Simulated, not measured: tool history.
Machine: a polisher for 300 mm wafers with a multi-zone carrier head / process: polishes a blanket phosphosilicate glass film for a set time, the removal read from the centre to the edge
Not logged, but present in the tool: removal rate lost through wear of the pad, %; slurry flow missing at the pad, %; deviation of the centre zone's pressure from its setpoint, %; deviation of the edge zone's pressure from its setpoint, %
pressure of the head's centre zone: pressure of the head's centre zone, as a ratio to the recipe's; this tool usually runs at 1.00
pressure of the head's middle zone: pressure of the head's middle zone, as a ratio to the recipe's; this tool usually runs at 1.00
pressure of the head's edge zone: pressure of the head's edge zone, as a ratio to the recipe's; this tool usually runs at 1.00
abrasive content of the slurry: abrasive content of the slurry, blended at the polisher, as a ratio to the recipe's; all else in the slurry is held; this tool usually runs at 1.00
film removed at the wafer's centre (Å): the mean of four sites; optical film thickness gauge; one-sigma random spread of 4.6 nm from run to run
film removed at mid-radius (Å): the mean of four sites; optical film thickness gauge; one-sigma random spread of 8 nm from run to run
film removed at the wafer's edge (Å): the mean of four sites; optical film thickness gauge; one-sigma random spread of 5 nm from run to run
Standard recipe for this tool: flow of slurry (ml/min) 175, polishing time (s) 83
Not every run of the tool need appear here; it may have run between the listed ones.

| run | hour | flow of slurry (ml/min) | pressure of the head's centre zone | pressure of the head's middle zone | pressure of the head's edge zone | abrasive content of the slurry | polishing time (s) | wafers since the last listed run | wafers polished on this pad | hours since the slurry nozzle was cleaned | hours since the centre zone pressure was calibrated | hours since the edge zone pressure was calibrated | hours since the carrier head's membrane was replaced | incoming thickness of the incoming film, nm | film removed at the wafer's centre (Å) | film removed at mid-radius (Å) | film removed at the wafer's edge (Å) |
|---|---|---|---|---|---|---|---|---|---|---|---|---|---|---|---|---|---|
| 1 | 0.0 | 175 | 1.00 | 1.00 | 1.00 | 1.00 | 83 | 0 | 19 | 240.0 | 51.6 | 87.3 | 1099.8 | 3628.1 | 6332 | 6167 | 6307 |
| 2 | 77.3 | 175 | 1.00 | 1.00 | 1.00 | 1.00 | 83 | 631 | 650 | 317.3 | 128.9 | 164.6 | 1177.1 | 3683.4 | 6144 | 6007 | 6123 |
| 3 | 104.3 | 175 | 1.00 | 1.00 | 1.00 | 1.00 | 83 | 220 | 871 | 344.3 | 155.9 | 191.6 | 1204.1 | 3605.7 | 6139 | 5915 | 6010 |
|  | 117.9 | slurry nozzle cleaned |
| 4 | 146.2 | 175 | 1.00 | 1.00 | 1.00 | 0.80 | 83 | 334 | 1205 | 28.3 | 197.8 | 233.5 | 1246.0 | 3584.4 | 4912 | 4808 | 4827 |
|  | 151.5 | worn pad replaced by a new one |
| 5 | 295.4 | 175 | 1.00 | 1.00 | 1.00 | 1.00 | 83 | 1185 | 1175 | 177.5 | 347.0 | 382.7 | 1395.2 | 3615.8 | 6048 | 5918 | 5970 |
|  | 310.3 | worn pad replaced by a new one |
|  | 318.9 | centre zone pressure recalibrated |
| 6 | 329.3 | 175 | 1.00 | 1.00 | 1.00 | 1.00 | 83 | 227 | 138 | 211.4 | 10.4 | 416.6 | 1429.1 | 3642.7 | 6360 | 6158 | 6242 |
| 7 | 369.4 | 175 | 0.94 | 1.00 | 1.00 | 1.00 | 83 | 327 | 465 | 251.5 | 50.5 | 456.7 | 1469.2 | 3630.5 | 5838 | 6098 | 6187 |
| 8 | 433.6 | 175 | 1.00 | 1.00 | 1.08 | 1.00 | 83 | 524 | 990 | 315.7 | 114.7 | 520.9 | 1533.4 | 3619.1 | 6152 | 5962 | 6387 |
|  | 460.1 | edge zone pressure recalibrated |
|  | 464.0 | worn pad replaced by a new one |
|  | 464.2 | slurry nozzle cleaned |
| 9 | 478.2 | 175 | 1.00 | 1.00 | 1.00 | 1.00 | 83 | 314 | 114 | 14.0 | 159.3 | 18.1 | 1578.0 | 3670.2 | 6362 | 6192 | 6324 |
|  | 513.6 | carrier head's membrane replaced by a new one |
| 10 | 527.4 | 220 | 1.00 | 1.00 | 1.00 | 1.00 | 83 | 360 | 475 | 63.2 | 208.5 | 67.3 | 13.8 | 3690.1 | 6500 | 6399 | 6299 |
| 11 | 568.9 | 175 | 1.00 | 1.00 | 1.00 | 1.00 | 83 | 338 | 814 | 104.7 | 250.0 | 108.8 | 55.3 | 3608.3 | 6091 | 6011 | 6117 |
|  | 614.1 | worn pad replaced by a new one |
| 12 | 619.6 | 175 | 1.07 | 1.00 | 1.00 | 0.85 | 83 | 381 | 45 | 155.4 | 300.7 | 159.5 | 106.0 | 3608.2 | 5858 | 5475 | 5513 |
| 13 | 678.6 | 125 | 1.00 | 1.00 | 0.97 | 1.00 | 83 | 481 | 527 | 214.4 | 359.7 | 218.5 | 165.0 | 3627.3 | 5781 | 5719 | 5869 |
| 14 | 704.6 | 115 | 1.00 | 1.00 | 1.00 | 1.25 | 83 | 212 | 739 | 240.4 | 385.7 | 244.5 | 191.0 | 3661.9 | 6446 | 6530 | 6639 |
|  | 739.4 | worn pad replaced by a new one |
| 15 | 739.9 | 175 | 1.04 | 1.09 | 1.00 | 1.10 | 104 | 255 | 3 | 275.7 | 421.0 | 279.8 | 226.3 | 3693.5 | 8886 | 9083 | 8477 |

How the hidden state differs across the entries between the runs, from the last listed run before each to the first after it:
From run 3 to run 4: slurry nozzle cleaned (hour 117.9)
  removal rate lost through wear of the pad, %: 3.6 -> 4.88
  the result without the hidden state subtracted from the measured one, film removed at the wafer's centre (Å): -230 -> -252; film removed at mid-radius (Å): -221 -> -246; film removed at the wafer's edge (Å): -225 -> -247
From run 4 to run 5: worn pad replaced by a new one (hour 151.5)
  removal rate lost through wear of the pad, %: 4.88 -> 4.77
  the result without the hidden state subtracted from the measured one, film removed at the wafer's centre (Å): -252 -> -303; film removed at mid-radius (Å): -246 -> -296; film removed at the wafer's edge (Å): -247 -> -299
From run 5 to run 6: worn pad replaced by a new one (hour 310.3); centre zone pressure recalibrated (hour 318.9)
  removal rate lost through wear of the pad, %: 4.77 -> 0.613
  the result without the hidden state subtracted from the measured one, film removed at the wafer's centre (Å): -303 -> -39; film removed at mid-radius (Å): -296 -> -38; film removed at the wafer's edge (Å): -299 -> -39
From run 8 to run 9: edge zone pressure recalibrated (hour 460.1); worn pad replaced by a new one (hour 464.0); slurry nozzle cleaned (hour 464.2)
  removal rate lost through wear of the pad, %: 3.79 -> 0.498
  the result without the hidden state subtracted from the measured one, film removed at the wafer's centre (Å): -242 -> -32; film removed at mid-radius (Å): -235 -> -31; film removed at the wafer's edge (Å): -251 -> -31
From run 9 to run 10: carrier head's membrane replaced by a new one (hour 513.6)
  removal rate lost through wear of the pad, %: 0.498 -> 2
  the result without the hidden state subtracted from the measured one, film removed at the wafer's centre (Å): -32 -> -132; film removed at mid-radius (Å): -31 -> -130; film removed at the wafer's edge (Å): -31 -> -128
From run 11 to run 12: worn pad replaced by a new one (hour 614.1)
  removal rate lost through wear of the pad, %: 3.26 -> 0.562
  the result without the hidden state subtracted from the measured one, film removed at the wafer's centre (Å): -206 -> -33; film removed at mid-radius (Å): -202 -> -31; film removed at the wafer's edge (Å): -206 -> -32
From run 14 to run 15: worn pad replaced by a new one (hour 739.4)
  removal rate lost through wear of the pad, %: 3.15 -> 0.0341
  the result without the hidden state subtracted from the measured one, film removed at the wafer's centre (Å): -210 -> -3; film removed at mid-radius (Å): -212 -> -3; film removed at the wafer's edge (Å): -217 -> -3

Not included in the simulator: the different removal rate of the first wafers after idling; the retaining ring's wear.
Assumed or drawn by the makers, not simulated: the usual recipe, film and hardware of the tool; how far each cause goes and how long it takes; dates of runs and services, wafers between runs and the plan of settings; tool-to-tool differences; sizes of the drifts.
